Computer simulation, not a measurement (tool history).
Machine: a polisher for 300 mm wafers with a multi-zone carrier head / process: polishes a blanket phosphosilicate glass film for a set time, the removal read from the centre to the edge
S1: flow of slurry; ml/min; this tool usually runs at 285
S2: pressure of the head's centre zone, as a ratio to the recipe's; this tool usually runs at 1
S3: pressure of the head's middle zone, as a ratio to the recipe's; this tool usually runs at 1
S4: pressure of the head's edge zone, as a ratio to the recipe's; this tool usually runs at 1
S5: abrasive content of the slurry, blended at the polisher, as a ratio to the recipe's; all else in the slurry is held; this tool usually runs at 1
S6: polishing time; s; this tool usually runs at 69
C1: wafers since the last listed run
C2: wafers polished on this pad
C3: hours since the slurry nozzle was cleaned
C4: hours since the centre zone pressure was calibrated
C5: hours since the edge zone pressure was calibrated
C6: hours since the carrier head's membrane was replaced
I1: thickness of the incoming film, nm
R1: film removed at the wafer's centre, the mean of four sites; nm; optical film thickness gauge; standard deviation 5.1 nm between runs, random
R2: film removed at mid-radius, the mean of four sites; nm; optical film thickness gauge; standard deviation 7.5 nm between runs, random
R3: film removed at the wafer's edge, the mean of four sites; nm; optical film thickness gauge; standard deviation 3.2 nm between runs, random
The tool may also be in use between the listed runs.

run 1 day=0 | S1=235 S2=1 S3=1 S4=1 S5=1 S6=69 | C1=0 C2=6 C3=33.1 C4=1136.5 C5=72.1 C6=1254.1 | I1=2034.4 | R1=535.5 R2=507.1 R3=499.5
run 2 day=0.333 | S1=285 S2=0.93 S3=1 S4=0.96 S5=1 S6=69 | C1=107 C2=113 C3=41.1 C4=1144.5 C5=80.1 C6=1262.1 | I1=2068.8 | R1=520 R2=502.4 R3=494.3
run 3 day=0.946 | S1=285 S2=1 S3=1 S4=1 S5=1 S6=80 | C1=197 C2=311 C3=55.8 C4=1159.2 C5=94.8 C6=1276.8 | I1=2033.6 | R1=632.2 R2=583.2 R3=590.8
run 4 day=1.208 | S1=285 S2=1 S3=1 S4=1 S5=1 S6=69 | C1=84 C2=395 C3=62.1 C4=1165.5 C5=101.1 C6=1283.1 | I1=2057.1 | R1=549 R2=506.2 R3=503.1
-- day=1.392 centre zone pressure recalibrated
run 5 day=1.492 | S1=285 S2=1.09 S3=1 S4=1 S5=1.15 S6=51 | C1=64 C2=460 C3=68.9 C4=2.4 C5=107.9 C6=1289.9 | I1=2078.6 | R1=414.4 R2=379.1 R3=387.2
-- day=1.7 carrier head's membrane replaced by a new one
run 6 day=2.029 | S1=285 S2=0.93 S3=1 S4=0.96 S5=1 S6=69 | C1=105 C2=566 C3=81.8 C4=15.3 C5=120.8 C6=7.9 | I1=2000.1 | R1=485.4 R2=511.4 R3=498.5
run 7 day=2.738 | S1=285 S2=1 S3=1 S4=1 S5=0.85 S6=58 | C1=228 C2=794 C3=98.8 C4=32.3 C5=137.8 C6=24.9 | I1=2057.9 | R1=419.8 R2=395.9 R3=402.1
run 8 day=3.133 | S1=285 S2=1 S3=1 S4=1 S5=1 S6=52 | C1=127 C2=921 C3=108.3 C4=41.8 C5=147.3 C6=34.4 | I1=2042.4 | R1=391.8 R2=364.6 R3=380.4
run 9 day=3.829 | S1=285 S2=1 S3=1 S4=1 S5=1 S6=69 | C1=224 C2=1145 C3=125 C4=58.5 C5=164 C6=51.1 | I1=2073.1 | R1=521.4 R2=505.4 R3=503.5
run 10 day=4.3 | S1=285 S2=1 S3=1 S4=1 S5=1 S6=69 | C1=151 C2=1297 C3=136.3 C4=69.8 C5=175.3 C6=62.4 | I1=2054.3 | R1=525.8 R2=506.6 R3=509.7
run 11 day=5.046 | S1=215 S2=0.96 S3=1 S4=1 S5=1 S6=69 | C1=240 C2=1537 C3=154.2 C4=87.7 C5=193.2 C6=80.3 | I1=2038.6 | R1=478.8 R2=480 R3=490.3
run 12 day=5.633 | S1=285 S2=1 S3=1 S4=1 S5=1 S6=91 | C1=189 C2=1726 C3=168.3 C4=101.8 C5=207.3 C6=94.4 | I1=2002.6 | R1=689.2 R2=673.2 R3=658.2
-- day=5.812 worn pad replaced by a new one
run 13 day=6.238 | S1=285 S2=1 S3=1 S4=1 S5=1 S6=91 | C1=140 C2=136 C3=182.8 C4=116.3 C5=221.8 C6=108.9 | I1=2044.3 | R1=691.2 R2=652.8 R3=664
run 14 day=6.792 | S1=285 S2=1.08 S3=1 S4=1 S5=0.75 S6=54 | C1=178 C2=314 C3=196.1 C4=129.6 C5=235.1 C6=122.2 | I1=2060.8 | R1=395.7 R2=360.6 R3=361.9
run 15 day=7.421 | S1=285 S2=1.11 S3=1 S4=1 S5=1 S6=69 | C1=202 C2=517 C3=211.2 C4=144.7 C5=250.2 C6=137.3 | I1=2030.4 | R1=568.3 R2=492.3 R3=507.5
run 16 day=8.15 | S1=375 S2=1.1 S3=1 S4=1.06 S5=1 S6=69 | C1=234 C2=752 C3=228.7 C4=162.2 C5=267.7 C6=154.8 | I1=2037.8 | R1=587.9 R2=514.5 R3=528.3
run 17 day=8.633 | S1=285 S2=1.05 S3=0.89 S4=1.08 S5=1.15 S6=69 | C1=155 C2=907 C3=240.3 C4=173.8 C5=279.3 C6=166.4 | I1=2052.9 | R1=573.8 R2=491.6 R3=540.6
run 18 day=9.104 | S1=285 S2=1 S3=1 S4=1.09 S5=1 S6=69 | C1=151 C2=1059 C3=251.6 C4=185.1 C5=290.6 C6=177.7 | I1=2007.4 | R1=528.8 R2=503.2 R3=523.6
run 19 day=9.625 | S1=285 S2=1 S3=1 S4=1 S5=1 S6=69 | C1=167 C2=1227 C3=264.1 C4=197.6 C5=303.1 C6=190.2 | I1=2015 | R1=517.7 R2=504.7 R3=506.4
run 20 day=10.192 | S1=285 S2=1 S3=0.89 S4=1 S5=1.25 S6=69 | C1=182 C2=1409 C3=277.7 C4=211.2 C5=316.7 C6=203.8 | I1=2056.8 | R1=569.8 R2=511.4 R3=541.5
run 21 day=10.675 | S1=285 S2=1 S3=1 S4=0.89 S5=1 S6=59 | C1=155 C2=1565 C3=289.3 C4=222.8 C5=328.3 C6=215.4 | I1=2026.5 | R1=457.6 R2=421.6 R3=415.5
run 22 day=11.3 | S1=285 S2=1 S3=1 S4=1 S5=1 S6=69 | C1=201 C2=1766 C3=304.3 C4=237.8 C5=343.3 C6=230.4 | I1=2022.7 | R1=530.7 R2=508.4 R3=503.8

What will run 23 give?
-- day=11.679 worn pad replaced by a new one
run 23 day=11.7 | S1=285 S2=1 S3=1 S4=1 S5=1 S6=80 | C1=75 C2=6 C3=313.9 C4=247.4 C5=352.9 C6=240 | I1=2036.8 | R1=? R2=? R3=?

Run 23 yielded R1 616.2 nm, R2 568.1 nm, R3 587.5 nm.
With no hidden state in the tool, this same run would have given R1 578.1 nm, R2 568.3 nm, R3 587.5 nm.
